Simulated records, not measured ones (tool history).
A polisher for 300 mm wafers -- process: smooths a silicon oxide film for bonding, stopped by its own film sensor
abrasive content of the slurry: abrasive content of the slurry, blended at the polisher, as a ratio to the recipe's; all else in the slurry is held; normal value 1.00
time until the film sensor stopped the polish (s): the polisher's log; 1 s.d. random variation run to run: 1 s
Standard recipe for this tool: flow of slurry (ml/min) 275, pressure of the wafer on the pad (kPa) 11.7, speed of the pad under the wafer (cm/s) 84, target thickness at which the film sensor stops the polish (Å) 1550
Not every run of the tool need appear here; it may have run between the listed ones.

run,hour,flow of slurry (ml/min),pressure of the wafer on the pad (kPa),speed of the pad under the wafer (cm/s),abrasive content of the slurry,target thickness at which the film sensor stops the polish (Å),"incoming thickness of the incoming film, nm",time until the film sensor stopped the polish (s)
1,0.0,275,11.7,84,1.00,1600,198.3,62.6
2,35.2,275,11.7,84,1.00,1600,200.1,67.2
3,70.3,275,11.7,84,1.00,1600,201.9,70.4
4,91.6,275,11.7,84,1.00,1550,199.2,75.5
5,110.2,275,11.7,92,1.00,1550,200.5,71.4
# hour 119.5: worn pad replaced by a new one
6,123.2,275,11.7,84,1.00,1550,196.8,72.2
7,137.3,275,11.7,84,1.00,1550,202.0,79.8
8,164.5,275,11.7,84,1.00,1550,198.8,75.2
9,192.9,275,11.7,84,1.00,1430,203.6,104.9
10,217.9,275,11.7,84,1.00,1430,200.6,103.8
11,240.7,275,11.7,84,1.00,1550,199.5,81.4
# hour 251.0: head pressure recalibrated
# hour 254.6: worn pad replaced by a new one
12,265.5,275,11.7,84,1.00,1550,200.7,83.7
# hour 291.5: slurry blender recalibrated
13,301.1,275,11.7,74,1.00,1550,200.9,82.7
14,317.1,275,11.7,84,1.00,1430,199.5,88.5
# hour 322.3: slurry nozzle cleaned
15,340.3,275,11.7,84,1.20,1450,198.2,75.6
# hour 384.6: worn pad replaced by a new one
16,434.8,275,11.7,68,0.85,1550,196.6,92.3
17,457.4,325,11.7,84,1.00,1550,197.7,68.0
18,470.1,200,11.7,84,1.00,1410,196.3,92.3
19,493.9,275,11.7,84,1.00,1550,201.3,74.8
# hour 507.4: worn pad replaced by a new one
20,515.6,275,11.7,84,1.00,1550,202.9,79.1
21,530.8,275,8.3,94,1.10,1450,200.8,99.2
22,543.2,275,13.1,106,1.15,1550,201.5,54.5
23,569.0,275,10.3,84,1.20,1550,198.2,68.9
24,598.4,275,11.7,68,1.00,1550,197.7,84.5
# hour 649.8: worn pad replaced by a new one
25,650.3,275,11.7,110,1.15,1550,198.0,54.3

Here are 5 independent what-if runs from the current tool condition. What would each one return?
A,650.7,275,11.7,84,1.00,1550,199.6,?
B,650.7,275,11.7,84,1.10,1550,199.6,?
C,650.7,275,11.7,104,1.00,1550,199.6,?
D,650.7,355,11.7,84,1.00,1690,199.6,?
E,650.7,190,11.7,84,1.00,1550,199.6,?

run,time until the film sensor stopped the polish (s)
A,76.6
B,71.4
C,64.6
D,51.5
E,79.7
Take away the tool's hidden state, keep each run's random variation, and the runs would have read:
run,time until the film sensor stopped the polish (s)
A,71.4
B,66.9
C,60.2
D,48.0
E,74.3

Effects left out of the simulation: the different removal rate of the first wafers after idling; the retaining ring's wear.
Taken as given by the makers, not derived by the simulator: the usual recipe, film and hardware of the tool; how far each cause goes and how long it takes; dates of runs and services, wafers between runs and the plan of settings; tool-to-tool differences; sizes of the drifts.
